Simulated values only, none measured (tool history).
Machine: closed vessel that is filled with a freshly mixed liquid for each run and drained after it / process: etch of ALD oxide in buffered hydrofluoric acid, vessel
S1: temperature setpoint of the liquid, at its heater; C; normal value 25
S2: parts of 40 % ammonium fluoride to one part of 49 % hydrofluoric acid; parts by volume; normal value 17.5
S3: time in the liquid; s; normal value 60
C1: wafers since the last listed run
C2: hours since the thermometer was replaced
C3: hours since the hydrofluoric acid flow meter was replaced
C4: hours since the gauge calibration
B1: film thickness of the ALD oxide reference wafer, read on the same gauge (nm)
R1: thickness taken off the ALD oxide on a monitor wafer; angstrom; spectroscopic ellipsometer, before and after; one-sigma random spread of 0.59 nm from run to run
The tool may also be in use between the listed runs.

run,hour,S1,S2,S3,C1,C2,C3,C4,B1,R1
1,0,25,14.5,60,0,2001.4,1236.9,208.7,140.03,762
2,17.5,25,14.5,60,1258,2018.9,1254.4,226.2,139.98,767.2
3,57.3,25,17.5,35,2861,2058.7,1294.2,266,139.98,371.3
4,89.5,25,17.5,35,2315,2090.9,1326.4,298.2,140,371.2
5,119.1,25,17.5,35,2128,2120.5,1356,327.8,139.99,370.1
6,132.1,28,17.5,60,934,2133.5,1369,340.8,140.01,734
# hour 139: hydrofluoric acid flow meter replaced
# hour 141.3: thermometer replaced
# hour 157.4: gauge calibrated
7,158.7,25,17.5,60,1768,17.4,19.7,1.3,139.99,709.8
8,171.4,25,17.5,60,913,30.1,32.4,14,139.99,719.5
9,205.3,25,17.5,60,2437,64,66.3,47.9,139.99,720.5
10,224.9,25,17.5,60,1409,83.6,85.9,67.5,139.97,711.2
11,256.6,25,21.5,60,2279,115.3,117.6,99.2,139.98,602.5
12,274.7,20,12.5,60,1301,133.4,135.7,117.3,140.02,770
13,296.8,25,17.5,60,1588,155.5,157.8,139.4,139.98,711.9
14,323.2,20.5,14.5,30,1898,181.9,184.2,165.8,140.01,336
15,347.3,28,21.5,95,1732,206,208.3,189.9,140.04,1109
16,382.1,25,22,60,2501,240.8,243.1,224.7,139.99,588.6
17,415.2,25,15,60,2379,273.9,276.2,257.8,140,830
18,438.8,25,17.5,60,1696,297.5,299.8,281.4,139.98,721.8

Measured minus without-hidden-state, run by run (identical run-to-run variation in each term; gauge scatter may differ):
The tool's hidden condition here consists of: liquid colder than its thermometer reads (K); hydrofluoric acid flow below the setpoint (%); gauge reads high (%).
run,R1
1,-113.2
2,-114.8
3,-56.8
4,-57.8
5,-58.6
6,-114.3
7,-5
8,-5.9
9,-7.5
10,-8.2
11,-8.3
12,-12.2
13,-11.7
14,-6.4
15,-22.1
16,-13.3
17,-20.6
18,-19.1

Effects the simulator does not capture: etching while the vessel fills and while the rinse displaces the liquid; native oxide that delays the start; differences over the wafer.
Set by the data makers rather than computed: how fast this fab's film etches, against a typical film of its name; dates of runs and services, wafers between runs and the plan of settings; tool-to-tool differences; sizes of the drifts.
